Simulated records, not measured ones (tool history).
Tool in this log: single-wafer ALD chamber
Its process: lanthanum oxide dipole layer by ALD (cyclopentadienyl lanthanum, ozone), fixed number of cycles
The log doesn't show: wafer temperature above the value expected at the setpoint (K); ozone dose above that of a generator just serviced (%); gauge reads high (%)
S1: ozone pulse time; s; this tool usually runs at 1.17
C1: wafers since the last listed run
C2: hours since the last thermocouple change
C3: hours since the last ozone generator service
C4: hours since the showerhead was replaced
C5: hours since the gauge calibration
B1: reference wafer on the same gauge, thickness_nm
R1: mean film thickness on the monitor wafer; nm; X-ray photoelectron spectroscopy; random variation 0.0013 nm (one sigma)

run	hour	S1	C1	C2	C3	C4	C5	B1	R1
1	0.0	1.35	0	2015.7	1089.7	3.3	1527.4	0.508	0.519
2	78.3	1.17	2082	2094.0	1168.0	81.6	1605.7	0.508	0.500
# hour 184.5: ozone generator serviced
3	186.2	1.17	2656	2201.9	1.7	189.5	1713.6	0.508	0.508
4	287.7	1.17	2699	2303.4	103.2	291.0	1815.1	0.508	0.505
# hour 332.7: gauge calibrated
5	380.7	1.17	2473	2396.4	196.2	384.0	48.0	0.508	0.501
6	485.0	1.17	2773	2500.7	300.5	488.3	152.3	0.508	0.504
7	550.9	1.17	1752	2566.6	366.4	554.2	218.2	0.508	0.501
8	622.9	1.17	1914	2638.6	438.4	626.2	290.2	0.508	0.502
9	689.6	1.17	1773	2705.3	505.1	692.9	356.9	0.508	0.502
# hour 766.3: thermocouple changed; heater temperature recalibrated
10	791.8	1.29	2505	25.5	607.3	795.1	459.1	0.508	0.512
11	873.4	1.29	2170	107.1	688.9	876.7	540.7	0.508	0.514
12	914.3	0.72	1087	148.0	729.8	917.6	581.6	0.508	0.402
13	994.0	1.32	2119	227.7	809.5	997.3	661.3	0.508	0.516
14	1069.7	1.63	2013	303.4	885.2	1073.0	737.0	0.508	0.537
15	1156.3	1.00	2303	390.0	971.8	1159.6	823.6	0.508	0.475
16	1254.5	1.17	2611	488.2	1070.0	1257.8	921.8	0.508	0.500
17	1333.2	0.95	2092	566.9	1148.7	1336.5	1000.5	0.508	0.463
# hour 1341.4: ozone generator serviced
18	1431.8	0.86	2409	665.5	90.4	1435.1	1099.1	0.508	0.449
19	1511.1	1.44	2108	744.8	169.7	1514.4	1178.4	0.508	0.530
20	1597.6	1.17	2300	831.3	256.2	1600.9	1264.9	0.508	0.502
21	1679.7	0.99	2183	913.4	338.3	1683.0	1347.0	0.508	0.475
22	1765.5	0.74	2281	999.2	424.1	1768.8	1432.8	0.508	0.413
23	1872.0	1.17	2832	1105.7	530.6	1875.3	1539.3	0.508	0.501
24	1965.9	1.37	2497	1199.6	624.5	1969.2	1633.2	0.508	0.522
25	2071.4	0.93	2805	1305.1	730.0	2074.7	1738.7	0.508	0.461
26	2111.0	1.17	1053	1344.7	769.6	2114.3	1778.3	0.508	0.499
27	2159.5	0.90	1289	1393.2	818.1	2162.8	1826.8	0.508	0.454
28	2203.5	0.97	1170	1437.2	862.1	2206.8	1870.8	0.508	0.466
29	2265.3	1.17	1643	1499.0	923.9	2268.6	1932.6	0.508	0.499
30	2312.1	0.79	1244	1545.8	970.7	2315.4	1979.4	0.508	0.423
# hour 2381.6: ozone generator serviced
# hour 2427.0: gauge calibrated
31	2472.1	1.02	4042	1705.8	90.5	2475.4	45.1	0.508	0.480
32	2524.3	1.62	1388	1758.0	142.7	2527.6	97.3	0.508	0.539
33	2568.2	0.84	1167	1801.9	186.6	2571.5	141.2	0.508	0.444
34	2651.3	1.54	2209	1885.0	269.7	2654.6	224.3	0.508	0.534

Hidden state or all else? Some run-to-run changes of R1, split into what the settings, what came in and random variation would give without the hidden state, and what is left for the hidden state (with any gauge scatter that isn't in both results):
Run 2 -> 3: ozone generator serviced. R1 +0.008 nm: hidden state +0.008, all else +0.000.
Run 11 -> 12: S1 1.29 -> 0.72. R1 -0.112 nm: hidden state -0.004, all else -0.108.
Run 12 -> 13: S1 0.72 -> 1.32. R1 +0.114 nm: hidden state +0.004, all else +0.110.
Run 17 -> 18: S1 0.95 -> 0.86, ozone generator serviced. R1 -0.014 nm: hidden state +0.006, all else -0.020.
Run 30 -> 31: S1 0.79 -> 1.02, ozone generator serviced, gauge calibrated. R1 +0.057 nm: hidden state +0.007, all else +0.050.
Run 32 -> 33: S1 1.62 -> 0.84. R1 -0.095 nm: hidden state -0.003, all else -0.092.

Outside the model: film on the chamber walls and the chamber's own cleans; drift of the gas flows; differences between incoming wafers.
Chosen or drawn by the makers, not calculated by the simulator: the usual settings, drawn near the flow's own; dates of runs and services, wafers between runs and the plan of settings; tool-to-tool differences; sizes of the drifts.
